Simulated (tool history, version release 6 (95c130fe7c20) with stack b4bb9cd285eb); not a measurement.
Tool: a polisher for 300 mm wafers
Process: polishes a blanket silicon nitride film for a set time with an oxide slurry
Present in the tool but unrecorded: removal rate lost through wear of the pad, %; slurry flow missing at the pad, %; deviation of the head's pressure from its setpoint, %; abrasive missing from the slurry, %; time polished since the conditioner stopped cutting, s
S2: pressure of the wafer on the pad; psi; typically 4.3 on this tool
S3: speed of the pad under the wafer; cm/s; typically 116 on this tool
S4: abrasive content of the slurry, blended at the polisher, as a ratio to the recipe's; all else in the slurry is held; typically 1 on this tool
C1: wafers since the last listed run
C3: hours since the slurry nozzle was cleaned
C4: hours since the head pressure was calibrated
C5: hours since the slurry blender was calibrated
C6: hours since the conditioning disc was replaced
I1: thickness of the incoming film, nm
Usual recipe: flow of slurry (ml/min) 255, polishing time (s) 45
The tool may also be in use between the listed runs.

{"run": 1, "hour": 0.0, "flow of slurry (ml/min)": 255, "S2": 4.3, "S3": 116, "S4": 1, "polishing time (s)": 45, "C1": 0, "wafers polished on this pad": 588, "C3": 464, "C4": 550.4, "C5": 115.9, "C6": 185.3, "I1": 413, "film removed (nm)": 32.9}
{"run": 2, "hour": 25.7, "flow of slurry (ml/min)": 255, "S2": 4.3, "S3": 116, "S4": 1, "polishing time (s)": 45, "C1": 265, "wafers polished on this pad": 853, "C3": 489.7, "C4": 576.1, "C5": 141.6, "C6": 211, "I1": 406.5, "film removed (nm)": 33.3}
{"hour": 39.2, "done": "conditioning disc replaced and pad reconditioned"}
{"hour": 40.3, "done": "slurry nozzle cleaned"}
{"run": 3, "hour": 44.3, "flow of slurry (ml/min)": 255, "S2": 4.3, "S3": 116, "S4": 1, "polishing time (s)": 45, "C1": 160, "wafers polished on this pad": 1014, "C3": 4, "C4": 594.7, "C5": 160.2, "C6": 5.1, "I1": 408.1, "film removed (nm)": 32.4}
{"hour": 67.7, "done": "worn pad replaced by a new one"}
{"run": 4, "hour": 78.7, "flow of slurry (ml/min)": 290, "S2": 4.3, "S3": 116, "S4": 1, "polishing time (s)": 58, "C1": 313, "wafers polished on this pad": 113, "C3": 38.4, "C4": 629.1, "C5": 194.6, "C6": 39.5, "I1": 411.7, "film removed (nm)": 42.2}
{"run": 5, "hour": 91.7, "flow of slurry (ml/min)": 290, "S2": 4.3, "S3": 116, "S4": 1, "polishing time (s)": 58, "C1": 134, "wafers polished on this pad": 247, "C3": 51.4, "C4": 642.1, "C5": 207.6, "C6": 52.5, "I1": 404.4, "film removed (nm)": 41.5}
{"run": 6, "hour": 120.9, "flow of slurry (ml/min)": 255, "S2": 4.3, "S3": 116, "S4": 1, "polishing time (s)": 45, "C1": 301, "wafers polished on this pad": 548, "C3": 80.6, "C4": 671.3, "C5": 236.8, "C6": 81.7, "I1": 411, "film removed (nm)": 32.3}
{"run": 7, "hour": 152.1, "flow of slurry (ml/min)": 255, "S2": 4.3, "S3": 116, "S4": 1, "polishing time (s)": 45, "C1": 321, "wafers polished on this pad": 870, "C3": 111.8, "C4": 702.5, "C5": 268, "C6": 112.9, "I1": 408.5, "film removed (nm)": 31.8}
{"run": 8, "hour": 168.2, "flow of slurry (ml/min)": 255, "S2": 4.3, "S3": 116, "S4": 1, "polishing time (s)": 45, "C1": 166, "wafers polished on this pad": 1037, "C3": 127.9, "C4": 718.6, "C5": 284.1, "C6": 129, "I1": 409.1, "film removed (nm)": 31.9}
{"hour": 187.9, "done": "worn pad replaced by a new one"}
{"hour": 239.7, "done": "conditioning disc replaced and pad reconditioned"}
{"run": 9, "hour": 245.4, "flow of slurry (ml/min)": 320, "S2": 4.3, "S3": 116, "S4": 1, "polishing time (s)": 45, "C1": 734, "wafers polished on this pad": 572, "C3": 205.1, "C4": 795.8, "C5": 361.3, "C6": 5.7, "I1": 410.4, "film removed (nm)": 32.1}
{"run": 10, "hour": 286.9, "flow of slurry (ml/min)": 320, "S2": 4.3, "S3": 116, "S4": 1, "polishing time (s)": 45, "C1": 428, "wafers polished on this pad": 1001, "C3": 246.6, "C4": 837.3, "C5": 402.8, "C6": 47.2, "I1": 400.8, "film removed (nm)": 31.8}
{"hour": 313.2, "done": "worn pad replaced by a new one"}
{"hour": 313.6, "done": "slurry blender recalibrated"}
{"run": 11, "hour": 324.6, "flow of slurry (ml/min)": 320, "S2": 4.3, "S3": 116, "S4": 1, "polishing time (s)": 45, "C1": 344, "wafers polished on this pad": 113, "C3": 284.3, "C4": 875, "C5": 11, "C6": 84.9, "I1": 406.7, "film removed (nm)": 33.6}
{"run": 12, "hour": 343.2, "flow of slurry (ml/min)": 255, "S2": 4.3, "S3": 116, "S4": 1, "polishing time (s)": 40, "C1": 191, "wafers polished on this pad": 305, "C3": 302.9, "C4": 893.6, "C5": 29.6, "C6": 103.5, "I1": 404.5, "film removed (nm)": 29.1}
{"run": 13, "hour": 371.9, "flow of slurry (ml/min)": 255, "S2": 4.3, "S3": 116, "S4": 1, "polishing time (s)": 50, "C1": 296, "wafers polished on this pad": 602, "C3": 331.6, "C4": 922.3, "C5": 58.3, "C6": 132.2, "I1": 413.4, "film removed (nm)": 36.7}
{"run": 14, "hour": 401.6, "flow of slurry (ml/min)": 255, "S2": 3.5, "S3": 116, "S4": 1, "polishing time (s)": 37, "C1": 306, "wafers polished on this pad": 908, "C3": 361.3, "C4": 952, "C5": 88, "C6": 161.9, "I1": 406.4, "film removed (nm)": 22.1}
{"hour": 426.8, "done": "head pressure recalibrated"}
{"run": 15, "hour": 427.3, "flow of slurry (ml/min)": 345, "S2": 5.8, "S3": 156, "S4": 1.15, "polishing time (s)": 45, "C1": 244, "wafers polished on this pad": 1153, "C3": 387, "C4": 0.5, "C5": 113.7, "C6": 187.6, "I1": 402.6, "film removed (nm)": 60.8}
{"hour": 431.5, "done": "worn pad replaced by a new one"}
{"run": 16, "hour": 444.2, "flow of slurry (ml/min)": 255, "S2": 4.3, "S3": 116, "S4": 1.25, "polishing time (s)": 45, "C1": 133, "wafers polished on this pad": 131, "C3": 403.9, "C4": 17.4, "C5": 130.6, "C6": 204.5, "I1": 409.8, "film removed (nm)": 35.3}
{"hour": 450.9, "done": "slurry nozzle cleaned"}
{"hour": 466.4, "done": "conditioning disc replaced and pad reconditioned"}
{"run": 17, "hour": 473.6, "flow of slurry (ml/min)": 255, "S2": 4.3, "S3": 116, "S4": 0.9, "polishing time (s)": 45, "C1": 272, "wafers polished on this pad": 403, "C3": 22.7, "C4": 46.8, "C5": 160, "C6": 7.2, "I1": 405.3, "film removed (nm)": 30.3}
{"run": 18, "hour": 498.2, "flow of slurry (ml/min)": 255, "S2": 4.3, "S3": 116, "S4": 1.1, "polishing time (s)": 45, "C1": 253, "wafers polished on this pad": 657, "C3": 47.3, "C4": 71.4, "C5": 184.6, "C6": 31.8, "I1": 404, "film removed (nm)": 32.8}
{"run": 19, "hour": 516.0, "flow of slurry (ml/min)": 255, "S2": 4.3, "S3": 86, "S4": 1, "polishing time (s)": 45, "C1": 183, "wafers polished on this pad": 841, "C3": 65.1, "C4": 89.2, "C5": 202.4, "C6": 49.6, "I1": 406.5, "film removed (nm)": 25.2}
{"run": 20, "hour": 537.4, "flow of slurry (ml/min)": 255, "S2": 4.3, "S3": 142, "S4": 1, "polishing time (s)": 50, "C1": 220, "wafers polished on this pad": 1061, "C3": 86.5, "C4": 110.6, "C5": 223.8, "C6": 71, "I1": 404.6, "film removed (nm)": 40.9}
{"run": 21, "hour": 553.5, "flow of slurry (ml/min)": 255, "S2": 4.3, "S3": 142, "S4": 1, "polishing time (s)": 50, "C1": 166, "wafers polished on this pad": 1228, "C3": 102.6, "C4": 126.7, "C5": 239.9, "C6": 87.1, "I1": 409.8, "film removed (nm)": 41.3}
{"hour": 565.1, "done": "worn pad replaced by a new one"}
{"run": 22, "hour": 568.4, "flow of slurry (ml/min)": 255, "S2": 5.4, "S3": 116, "S4": 1, "polishing time (s)": 45, "C1": 112, "wafers polished on this pad": 34, "C3": 117.5, "C4": 141.6, "C5": 254.8, "C6": 102, "I1": 409.8, "film removed (nm)": 39}

Run 23 comes next. What will it give?
{"run": 23, "hour": 585.4, "flow of slurry (ml/min)": 255, "S2": 4.3, "S3": 116, "S4": 1, "polishing time (s)": 45, "C1": 175, "wafers polished on this pad": 209, "C3": 134.5, "C4": 158.6, "C5": 271.8, "C6": 119, "I1": 411.7, "film removed (nm)": "?"}

{"run 23": {"film removed (nm)": 31.4}}
Without the tool's hidden state the same run would have given film removed (nm) 33.7.

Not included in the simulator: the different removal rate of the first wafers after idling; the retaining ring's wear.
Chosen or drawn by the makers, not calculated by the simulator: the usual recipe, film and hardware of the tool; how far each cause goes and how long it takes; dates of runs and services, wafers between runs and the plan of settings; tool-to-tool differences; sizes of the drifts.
